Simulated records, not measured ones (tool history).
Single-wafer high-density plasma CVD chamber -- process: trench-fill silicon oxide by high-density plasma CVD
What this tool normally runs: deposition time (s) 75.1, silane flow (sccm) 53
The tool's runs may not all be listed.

run	hour	deposition time (s)	silane flow (sccm)	wafers since the last listed run	hours since the silane flow controller was replaced	hours since the gauge calibration	read-back reference wafer on the same gauge, thickness_nm	mean film thickness on the monitor wafer (nm)
1	0	75.1	53	0	1257.6	287.1	387.605	410.253
2	47	75.1	53	631	1304.6	334.1	387.122	409.999
3	101.6	75.1	53	733	1359.2	388.7	387.224	410.065
4	138.1	75.1	53	490	1395.7	425.2	386.76	409.71
5	177.9	80.1	45	534	1435.5	465	387.609	369.972
6	224.8	80.1	45	629	1482.4	511.9	387.098	371.922
7	276.9	80.1	45	699	1534.5	564	387.008	370.428
8	322.9	75.1	53	617	1580.5	610	386.993	408.679
9	388.1	75.1	53	875	1645.7	675.2	386.957	406.596
10	424	75.1	53	482	1681.6	711.1	386.904	408.945
11	464.3	75.1	46	541	1721.9	751.4	386.848	352.674
12	519.4	75.1	53	740	1777	806.5	387.064	407.904
13	586.2	75.1	53	897	1843.8	873.3	387.097	405.803
# hour 628.3: gauge calibrated
14	720.4	75.1	53	1802	1978	92.1	387.158	406.83
15	763.6	75.1	53	580	2021.2	135.3	387.006	407.426
16	953.4	83.2	46	2549	2211	325.1	386.969	390.679
17	1012.7	71.2	61	796	2270.3	384.4	387.087	442.202
18	1080.4	75.1	50	909	2338	452.1	387.212	380.359
# hour 1110.5: silane flow controller replaced
19	1146.7	79.4	48	783	36.2	518.4	387.332	395.861
20	1213.4	60.9	62	895	102.9	585.1	387.204	394.152
21	1277.9	85.4	58	866	167.4	649.6	387.247	511.275
22	1343.1	75.1	53	875	232.6	714.8	387.557	414.85
23	1390.5	65.1	63	636	280	762.2	387.14	425.237
24	1436.1	75.1	56	612	325.6	807.8	387.016	434.901

What will run 25 give?
25	1478.5	75.1	53	569	368	850.2	?	?

Run 25 produced read-back reference wafer on the same gauge, thickness_nm 387.471, mean film thickness on the monitor wafer (nm) 412.842.
With no hidden state in the tool, this same run would have given mean film thickness on the monitor wafer (nm) 417.485.

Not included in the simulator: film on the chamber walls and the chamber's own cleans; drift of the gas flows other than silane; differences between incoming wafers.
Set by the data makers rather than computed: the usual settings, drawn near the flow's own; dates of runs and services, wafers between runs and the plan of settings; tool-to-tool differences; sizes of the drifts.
